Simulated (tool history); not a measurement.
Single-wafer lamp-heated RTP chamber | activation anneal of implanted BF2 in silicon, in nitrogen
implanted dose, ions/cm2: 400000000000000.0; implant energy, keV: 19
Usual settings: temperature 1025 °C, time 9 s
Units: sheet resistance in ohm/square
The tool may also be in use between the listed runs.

run	hour	temperature	time	wafers since the last listed run	wafers since the last pyrometer calibration	wafers since the reflector plate was cleaned	hours since the gauge calibration	read-back reference wafer on the same gauge, sheet resistance	sheet resistance
1	0.0	1025	9	0	678	2598	87.2	341.01	300.91
2	11.2	1025	9	104	783	2703	98.4	341.18	301.33
3	21.1	1025	9	92	876	2795	108.3	340.93	299.55
4	35.3	1025	11	132	1008	2928	122.5	341.23	299.95
5	60.2	1025	12	232	1241	3161	147.4	340.90	297.96
6	74.3	1025	12	131	1373	3293	161.5	341.07	297.98
7	81.3	1025	9	65	1439	3358	168.5	341.02	299.55
# hour 82.9: gauge calibrated
8	93.5	1025	9	114	1553	3472	10.6	341.02	299.54
9	103.0	1025	9	88	1642	3561	20.1	341.17	299.90
10	114.9	1025	9	111	1753	3673	32.0	341.03	299.37
11	129.0	1025	9	131	1885	3805	46.1	341.04	299.35
12	137.3	998	13	77	1963	3882	54.4	341.11	302.62
13	152.6	1003	11	143	2106	4025	69.7	341.02	301.93
# hour 173.8: pyrometer window cleaned and pyrometer calibrated
14	174.3	1025	9	128	4	4154	91.4	340.98	302.69
15	178.9	1040	5	43	47	4197	96.0	340.97	301.98
16	196.3	1051	9	162	210	4359	113.4	341.10	296.39
# hour 204.8: reflector plate cleaned
17	207.9	1045	9	33	244	29	125.0	341.03	297.72
# hour 220.6: gauge calibrated
18	224.7	1008	13	157	401	186	4.1	340.85	302.52
19	239.1	1036	9	134	536	321	18.5	341.00	298.32
20	247.1	1025	14	74	610	395	26.5	340.99	297.46
21	261.2	998	4	131	742	527	40.6	341.14	312.33

Forecast each of these 4 alternatives for the next run:
A	261.6	1017	9	3	746	531	41.0	?	?
B	261.6	1034	12	3	746	531	41.0	?	?
C	261.6	1040	13	3	746	531	41.0	?	?
D	261.6	1007	13	3	746	531	41.0	?	?

run	read-back reference wafer on the same gauge, sheet resistance	sheet resistance
A	341.06	301.97
B	341.06	296.27
C	341.06	294.26
D	341.06	301.58
Without the tool's hidden state the same runs would have given:
run	sheet resistance
A	303.07
B	297.48
C	295.47
D	302.80
